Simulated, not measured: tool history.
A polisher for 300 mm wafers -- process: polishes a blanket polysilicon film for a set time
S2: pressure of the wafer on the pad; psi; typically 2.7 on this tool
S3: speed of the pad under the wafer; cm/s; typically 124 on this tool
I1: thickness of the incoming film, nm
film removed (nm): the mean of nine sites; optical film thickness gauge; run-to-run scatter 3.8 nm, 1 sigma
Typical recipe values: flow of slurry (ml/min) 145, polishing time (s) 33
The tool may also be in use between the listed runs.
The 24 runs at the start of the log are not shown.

At hour 576.8: slurry nozzle cleaned.
At hour 579: worn pad replaced by a new one.
Run 25, hour 589.7: usual settings but S2 3.5 psi, S3 98 cm/s, polishing time (s) 38; I1 1561.8. Result: film removed (nm) 372.5.
Run 26, hour 614: usual settings but flow of slurry (ml/min) 160, S2 3 psi, S3 102 cm/s; I1 1579.4. Result: film removed (nm) 283.5.
At hour 675.4: head pressure recalibrated.
Run 27, hour 712.1: usual settings; I1 1590.6. Result: film removed (nm) 275.6.
Run 28, hour 726: usual settings; I1 1581.4. Result: film removed (nm) 282.2.
Run 29, hour 746.7: usual settings but S3 92 cm/s; I1 1572.3. Result: film removed (nm) 205.1.
At hour 762.5: worn pad replaced by a new one.
Run 30, hour 763: usual settings but flow of slurry (ml/min) 130, S3 158 cm/s; I1 1581.1. Result: film removed (nm) 346.5.
Run 31, hour 798.5: usual settings but flow of slurry (ml/min) 165, S2 1.8 psi, polishing time (s) 36; I1 1564.9. Result: film removed (nm) 206.6.
Run 32, hour 820.8: usual settings; I1 1569.5. Result: film removed (nm) 277.3.
Run 33, hour 849.1: usual settings but flow of slurry (ml/min) 190; I1 1611.8. Result: film removed (nm) 293.8.
Run 34, hour 863: usual settings but S3 154 cm/s; I1 1582.6. Result: film removed (nm) 343.
Run 35, hour 891.8: usual settings but S2 3 psi, S3 100 cm/s; I1 1566.1. Result: film removed (nm) 253.2.

Each row is a separate what-if for the run after 35, all from the same tool condition, not one after another. Results?
Run A, hour 892.2: usual settings; I1 1601.3. Result: film removed (nm) ?.
Run B, hour 892.2: usual settings but S3 156 cm/s; I1 1601.3. Result: film removed (nm) ?.
Run C, hour 892.2: usual settings but S3 98 cm/s, polishing time (s) 40; I1 1601.3. Result: film removed (nm) ?.
Run D, hour 892.2: usual settings but flow of slurry (ml/min) 180, S2 2.3 psi, S3 150 cm/s; I1 1601.3. Result: film removed (nm) ?.
Run E, hour 892.2: usual settings but flow of slurry (ml/min) 100, S2 3.5 psi, polishing time (s) 23; I1 1601.3. Result: film removed (nm) ?.

run  film removed (nm)
  A              285.2
  B              358.9
  C              273.3
  D              305.2
  E              235.5
What these runs would have given with no unlogged condition in the tool:
run  film removed (nm)
  A              281.6
  B              354.3
  C              269.8
  D              301.3
  E              232.5
